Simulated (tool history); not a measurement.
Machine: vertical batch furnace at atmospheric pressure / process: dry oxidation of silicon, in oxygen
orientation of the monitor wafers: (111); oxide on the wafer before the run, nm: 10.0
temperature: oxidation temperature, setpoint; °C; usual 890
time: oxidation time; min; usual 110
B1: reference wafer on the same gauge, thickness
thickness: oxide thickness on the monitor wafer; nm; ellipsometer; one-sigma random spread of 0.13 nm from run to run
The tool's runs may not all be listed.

run 1 day=0.000 | temperature=890 time=110 | B1=46.80 | thickness=42.92
run 2 day=1.596 | temperature=890 time=149 | B1=46.79 | thickness=51.60
run 3 day=2.796 | temperature=890 time=149 | B1=46.81 | thickness=51.68
run 4 day=4.679 | temperature=890 time=110 | B1=46.82 | thickness=42.53
run 5 day=5.767 | temperature=890 time=110 | B1=46.83 | thickness=42.72
run 6 day=7.312 | temperature=890 time=110 | B1=46.80 | thickness=42.57
run 7 day=12.754 | temperature=890 time=110 | B1=46.81 | thickness=42.68
run 8 day=14.479 | temperature=890 time=110 | B1=46.81 | thickness=42.98
run 9 day=15.571 | temperature=880 time=110 | B1=46.78 | thickness=39.31
run 10 day=17.646 | temperature=878 time=138 | B1=46.82 | thickness=43.98
-- day=20.571 thermocouples replaced and temperature profile calibrated
run 11 day=20.604 | temperature=878 time=138 | B1=46.81 | thickness=45.00
run 12 day=23.429 | temperature=878 time=138 | B1=46.84 | thickness=45.26
run 13 day=24.692 | temperature=890 time=110 | B1=46.78 | thickness=44.14
run 14 day=26.975 | temperature=890 time=110 | B1=46.81 | thickness=43.86
run 15 day=29.742 | temperature=890 time=110 | B1=46.77 | thickness=43.96
run 16 day=30.983 | temperature=890 time=110 | B1=46.79 | thickness=43.78
-- day=32.508 boat lift adjusted
run 17 day=33.279 | temperature=869 time=137 | B1=46.80 | thickness=41.44
-- day=35.075 thermocouples replaced and temperature profile calibrated, repeated, since the last time left the tool worse
run 18 day=35.096 | temperature=901 time=60 | B1=46.78 | thickness=31.91
run 19 day=36.254 | temperature=915 time=110 | B1=46.79 | thickness=52.05
run 20 day=39.225 | temperature=915 time=110 | B1=46.83 | thickness=52.07
run 21 day=41.396 | temperature=890 time=110 | B1=46.81 | thickness=41.37
-- day=42.658 gauge calibrated
run 22 day=43.771 | temperature=869 time=110 | B1=46.80 | thickness=34.37
run 23 day=46.050 | temperature=878 time=138 | B1=46.83 | thickness=42.87
run 24 day=48.442 | temperature=915 time=160 | B1=46.79 | thickness=66.33
run 25 day=50.308 | temperature=890 time=110 | B1=46.77 | thickness=41.74
run 26 day=51.554 | temperature=874 time=92 | B1=46.80 | thickness=32.51
run 27 day=52.912 | temperature=890 time=110 | B1=46.78 | thickness=41.89
run 28 day=55.825 | temperature=880 time=110 | B1=46.81 | thickness=38.20
run 29 day=57.912 | temperature=871 time=74 | B1=46.80 | thickness=28.09
run 30 day=59.117 | temperature=866 time=163 | B1=46.79 | thickness=42.42
run 31 day=60.671 | temperature=890 time=136 | B1=46.79 | thickness=47.50
run 32 day=62.004 | temperature=904 time=149 | B1=46.79 | thickness=57.30
run 33 day=64.954 | temperature=890 time=110 | B1=46.79 | thickness=41.82

What if the next run were any one of these 3? Each begins from the tool's condition after run 33:
run A day=65.200 | temperature=876 time=110 | B1=? | thickness=?
run B day=65.200 | temperature=910 time=110 | B1=? | thickness=?
run C day=65.200 | temperature=890 time=138 | B1=? | thickness=?

run=A B1=46.80 thickness=36.59
run=B B1=46.80 thickness=49.68
run=C B1=46.80 thickness=47.72
With the hidden condition removed and each run's random variation left untouched, the same runs would have given:
run=A thickness=36.38
run=B thickness=49.39
run=C thickness=47.43

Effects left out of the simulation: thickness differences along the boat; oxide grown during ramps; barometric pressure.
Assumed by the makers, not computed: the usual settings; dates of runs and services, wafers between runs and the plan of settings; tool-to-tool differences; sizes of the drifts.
